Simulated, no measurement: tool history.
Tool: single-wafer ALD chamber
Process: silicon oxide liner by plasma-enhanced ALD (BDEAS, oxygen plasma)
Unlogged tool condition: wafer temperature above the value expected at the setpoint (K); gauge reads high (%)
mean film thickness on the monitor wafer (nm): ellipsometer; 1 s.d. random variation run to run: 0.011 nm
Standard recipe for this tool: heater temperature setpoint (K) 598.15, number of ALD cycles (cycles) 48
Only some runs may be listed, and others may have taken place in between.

run	hour	heater temperature setpoint (K)	number of ALD cycles (cycles)	wafers since the last listed run	hours since the last thermocouple change	hours since the gauge calibration	read-back reference wafer on the same gauge, thickness_nm	mean film thickness on the monitor wafer (nm)
1	0.0	598.15	48	0	2427.8	452.9	5.092	4.251
2	69.8	598.15	48	483	2497.6	522.7	5.093	4.260
3	96.5	598.15	48	184	2524.3	549.4	5.093	4.273
4	123.9	590.15	48	189	2551.7	576.8	5.095	4.309
5	192.5	590.15	48	475	2620.3	645.4	5.098	4.317
6	242.6	590.15	48	347	2670.4	695.5	5.099	4.317
7	311.5	598.15	55	477	2739.3	764.4	5.101	4.891
8	368.7	598.15	55	396	2796.5	821.6	5.104	4.882
9	438.6	598.15	55	484	2866.4	891.5	5.104	4.879
10	493.7	598.15	48	381	2921.5	946.6	5.106	4.262
11	529.4	598.15	48	247	2957.2	982.3	5.107	4.274
# hour 550.9: gauge calibrated
12	562.8	587.15	57	231	2990.6	11.9	5.046	5.098
13	621.4	593.15	57	405	3049.2	70.5	5.055	5.050
14	660.7	611.15	52	272	3088.5	109.8	5.062	4.482
15	717.3	598.15	55	392	3145.1	166.4	5.068	4.853
# hour 738.1: thermocouple changed; heater temperature recalibrated
16	772.7	598.15	48	328	34.6	221.8	5.075	4.239
17	807.3	598.15	48	239	69.2	256.4	5.082	4.242
18	834.2	593.15	54	186	96.1	283.3	5.080	4.814
19	905.6	598.15	48	494	167.5	354.7	5.088	4.243
20	937.4	607.15	41	220	199.3	386.5	5.090	3.577
21	963.0	610.15	52	177	224.9	412.1	5.090	4.513
22	994.1	609.15	54	215	256.0	443.2	5.090	4.720

What if the next run were any one of these 5? Each begins from the tool's condition after run 22:
A	994.6	598.15	40	3	256.5	443.7	?	?
B	994.6	588.15	43	3	256.5	443.7	?	?
C	994.6	598.15	56	3	256.5	443.7	?	?
D	994.6	592.15	43	3	256.5	443.7	?	?
E	994.6	587.15	45	3	256.5	443.7	?	?

run	read-back reference wafer on the same gauge, thickness_nm	mean film thickness on the monitor wafer (nm)
A	5.091	3.531
B	5.091	3.859
C	5.091	4.944
D	5.091	3.834
E	5.091	4.045
The same runs, with their run-to-run variation unchanged, on a tool lacking any hidden condition would have given:
run	mean film thickness on the monitor wafer (nm)
A	3.495
B	3.819
C	4.893
D	3.795
E	4.004

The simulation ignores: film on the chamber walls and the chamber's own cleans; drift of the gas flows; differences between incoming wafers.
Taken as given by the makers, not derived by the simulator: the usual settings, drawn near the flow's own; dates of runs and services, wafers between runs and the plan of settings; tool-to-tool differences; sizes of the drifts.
